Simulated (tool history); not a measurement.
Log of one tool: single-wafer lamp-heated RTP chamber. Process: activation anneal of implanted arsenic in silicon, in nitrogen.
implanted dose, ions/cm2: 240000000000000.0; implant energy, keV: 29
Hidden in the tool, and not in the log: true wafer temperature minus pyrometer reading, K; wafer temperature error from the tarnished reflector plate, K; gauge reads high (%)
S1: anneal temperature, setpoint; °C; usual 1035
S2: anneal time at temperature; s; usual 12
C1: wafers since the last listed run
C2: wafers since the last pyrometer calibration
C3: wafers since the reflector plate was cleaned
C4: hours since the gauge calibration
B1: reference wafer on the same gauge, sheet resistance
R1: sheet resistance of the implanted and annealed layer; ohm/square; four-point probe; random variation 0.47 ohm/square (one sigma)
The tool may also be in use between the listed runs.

run	day	S1	S2	C1	C2	C3	C4	B1	R1
1	0.000	1035	12	0	3870	1728	568.9	333.21	309.85
2	1.329	1035	12	250	4120	1978	600.8	332.99	310.63
3	3.800	1035	12	464	4585	2443	660.1	332.84	309.04
4	4.325	1054	17	98	4684	2542	672.7	332.70	306.15
5	5.012	1054	17	129	4813	2671	689.2	332.63	305.49
6	6.346	1054	17	250	5064	2922	721.2	332.47	306.49
7	9.729	1035	12	636	5701	3558	802.4	332.04	308.90
8	10.838	1035	12	208	5909	3767	829.0	331.75	308.16
9	12.071	1035	12	231	6141	3999	858.6	331.75	308.39
10	13.479	1049	12	264	6406	4264	892.4	331.46	307.81
11	14.600	1049	12	210	6617	4474	919.3	331.29	307.03
12	15.308	1049	12	133	6750	4608	936.3	331.21	307.11
13	16.450	1035	12	214	6965	4822	963.7	330.91	308.17
14	17.904	1035	12	273	7238	5096	998.6	330.78	306.69
15	18.808	1035	12	170	7408	5266	1020.3	330.53	307.11
# day 19.396: reflector plate cleaned
16	21.375	1053	15	420	7828	372	1081.9	329.98	304.61
17	22.371	1014	8	187	8016	559	1105.8	329.93	309.64
18	23.504	1035	17	213	8229	772	1133.0	329.63	305.15
# day 24.167: pyrometer window cleaned and pyrometer calibrated
19	24.638	1035	12	150	88	923	1160.2	329.40	306.35
20	25.779	1047	18	214	303	1138	1187.6	329.18	303.72
21	26.371	1061	16	111	414	1249	1201.8	328.97	302.12
22	27.267	1053	6	168	583	1417	1223.3	328.93	306.68
23	28.575	1035	12	246	829	1664	1254.7	328.55	305.75
# day 28.962: gauge calibrated
24	30.071	1035	12	281	1110	1945	26.6	334.15	309.53
25	30.725	1061	19	123	1234	2068	42.3	334.11	306.07
26	31.871	1013	12	215	1449	2283	69.8	333.99	311.62
27	32.892	1027	15	192	1641	2475	94.3	334.16	310.07
28	34.267	1035	6	258	1900	2734	127.3	334.05	312.48
29	35.267	1024	17	188	2088	2922	151.3	333.88	310.77
30	36.204	1024	16	176	2264	3099	173.8	333.98	310.51
31	36.962	1035	12	142	2407	3241	192.0	334.00	311.36
32	37.608	1021	10	121	2528	3363	207.5	333.98	311.82
33	38.804	1035	12	224	2753	3588	236.2	333.91	310.45
34	39.633	1012	17	155	2909	3744	256.1	333.81	310.63
35	40.729	1047	19	206	3115	3950	282.4	333.93	307.47
36	42.062	1056	14	250	3366	4201	314.4	333.82	307.77
37	43.421	1017	6	255	3622	4456	347.0	333.62	313.47
38	44.029	1035	14	114	3736	4571	361.6	333.62	310.72

3 ways to go on from here, each from the tool as it stands after run 38. What would each give?
A	44.046	1056	12	3	3739	4574	362.0	?	?
B	44.046	1018	15	3	3739	4574	362.0	?	?
C	44.046	1044	7	3	3739	4574	362.0	?	?

run	B1	R1
A	333.65	307.95
B	333.65	310.15
C	333.65	310.89
Without the tool's hidden state the same runs would have given:
run	R1
A	309.24
B	311.45
C	312.19
